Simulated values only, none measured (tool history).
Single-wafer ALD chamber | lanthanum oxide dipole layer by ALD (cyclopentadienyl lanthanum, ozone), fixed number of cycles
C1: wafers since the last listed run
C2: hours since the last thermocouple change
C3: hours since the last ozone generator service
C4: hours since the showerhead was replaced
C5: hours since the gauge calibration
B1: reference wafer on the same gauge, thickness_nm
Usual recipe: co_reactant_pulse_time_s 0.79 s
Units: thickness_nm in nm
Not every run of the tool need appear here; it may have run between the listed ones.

run 1 hour=0.0 | co_reactant_pulse_time_s=0.79 | C1=0 C2=804.9 C3=360.8 C4=5391.2 C5=279.3 | B1=0.393 | thickness_nm=0.471
run 2 hour=99.1 | co_reactant_pulse_time_s=0.79 | C1=2254 C2=904.0 C3=459.9 C4=5490.3 C5=378.4 | B1=0.393 | thickness_nm=0.468
run 3 hour=167.9 | co_reactant_pulse_time_s=0.79 | C1=1564 C2=972.8 C3=528.7 C4=5559.1 C5=447.2 | B1=0.393 | thickness_nm=0.467
run 4 hour=260.0 | co_reactant_pulse_time_s=0.55 | C1=2094 C2=1064.9 C3=620.8 C4=5651.2 C5=539.3 | B1=0.393 | thickness_nm=0.402
run 5 hour=332.3 | co_reactant_pulse_time_s=0.55 | C1=1644 C2=1137.2 C3=693.1 C4=5723.5 C5=611.6 | B1=0.393 | thickness_nm=0.404
run 6 hour=424.6 | co_reactant_pulse_time_s=0.55 | C1=2099 C2=1229.5 C3=785.4 C4=5815.8 C5=703.9 | B1=0.393 | thickness_nm=0.401
-- hour=471.8 thermocouple changed; heater temperature recalibrated
run 7 hour=531.5 | co_reactant_pulse_time_s=0.79 | C1=2249 C2=59.7 C3=892.3 C4=5922.7 C5=810.8 | B1=0.393 | thickness_nm=0.468
run 8 hour=595.3 | co_reactant_pulse_time_s=0.79 | C1=1451 C2=123.5 C3=956.1 C4=5986.5 C5=874.6 | B1=0.393 | thickness_nm=0.463

Run 9 comes next. What will it give?
run 9 hour=686.9 | co_reactant_pulse_time_s=0.50 | C1=2083 C2=215.1 C3=1047.7 C4=6078.1 C5=966.2 | B1=? | thickness_nm=?

{"run 9": {"B1": 0.393, "thickness_nm": 0.384}}
If the tool had no hidden condition, the same run with the same run-to-run variation would have returned thickness_nm 0.400 nm.

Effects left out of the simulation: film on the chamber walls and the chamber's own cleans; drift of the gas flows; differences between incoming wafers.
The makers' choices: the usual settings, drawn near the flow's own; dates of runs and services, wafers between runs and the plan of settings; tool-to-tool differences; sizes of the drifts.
